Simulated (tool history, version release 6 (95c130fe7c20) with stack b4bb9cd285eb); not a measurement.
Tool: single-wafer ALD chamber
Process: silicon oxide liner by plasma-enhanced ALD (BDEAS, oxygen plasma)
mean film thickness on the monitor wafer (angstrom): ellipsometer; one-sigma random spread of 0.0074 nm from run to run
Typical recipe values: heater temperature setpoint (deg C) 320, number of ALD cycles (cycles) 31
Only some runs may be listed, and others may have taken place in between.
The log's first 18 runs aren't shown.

| run | hour | heater temperature setpoint (deg C) | number of ALD cycles (cycles) | read-back reference wafer on the same gauge, thickness_nm | mean film thickness on the monitor wafer (angstrom) |
|---|---|---|---|---|---|
|  | 1386.2 | thermocouple changed; heater temperature recalibrated |
| 19 | 1448.6 | 325 | 26 | 3.449 | 24.63 |
| 20 | 1556.3 | 334 | 25 | 3.450 | 23.26 |
| 21 | 1592.5 | 312 | 31 | 3.450 | 29.85 |
| 22 | 1659.3 | 332 | 34 | 3.450 | 31.80 |
| 23 | 1727.8 | 330 | 35 | 3.450 | 32.89 |
| 24 | 1921.7 | 315 | 25 | 3.451 | 23.75 |
| 25 | 2015.1 | 320 | 31 | 3.451 | 29.40 |
|  | 2085.2 | gauge calibrated |
| 26 | 2101.3 | 320 | 28 | 3.451 | 26.53 |
| 27 | 2198.3 | 328 | 31 | 3.449 | 29.02 |
| 28 | 2352.2 | 313 | 33 | 3.449 | 31.36 |
| 29 | 2406.9 | 312 | 31 | 3.450 | 29.69 |
| 30 | 2510.8 | 320 | 31 | 3.450 | 29.31 |
| 31 | 2607.7 | 329 | 36 | 3.450 | 33.59 |
| 32 | 2690.7 | 326 | 28 | 3.450 | 26.24 |
| 33 | 2797.4 | 313 | 35 | 3.450 | 33.40 |
| 34 | 2894.0 | 314 | 31 | 3.449 | 29.46 |

3 ways to go on from here, each from the tool as it stands after run 34. What would each give?
| A | 2894.4 | 309 | 31 | ? | ? |
| B | 2894.4 | 320 | 26 | ? | ? |
| C | 2894.4 | 306 | 34 | ? | ? |

| run | read-back reference wafer on the same gauge, thickness_nm | mean film thickness on the monitor wafer (angstrom) |
|---|---|---|
| A | 3.450 | 29.77 |
| B | 3.450 | 24.58 |
| C | 3.450 | 32.80 |
Without the tool's unlogged condition, the same runs would have read:
| run | mean film thickness on the monitor wafer (angstrom) |
|---|---|
| A | 30.04 |
| B | 24.80 |
| C | 33.08 |

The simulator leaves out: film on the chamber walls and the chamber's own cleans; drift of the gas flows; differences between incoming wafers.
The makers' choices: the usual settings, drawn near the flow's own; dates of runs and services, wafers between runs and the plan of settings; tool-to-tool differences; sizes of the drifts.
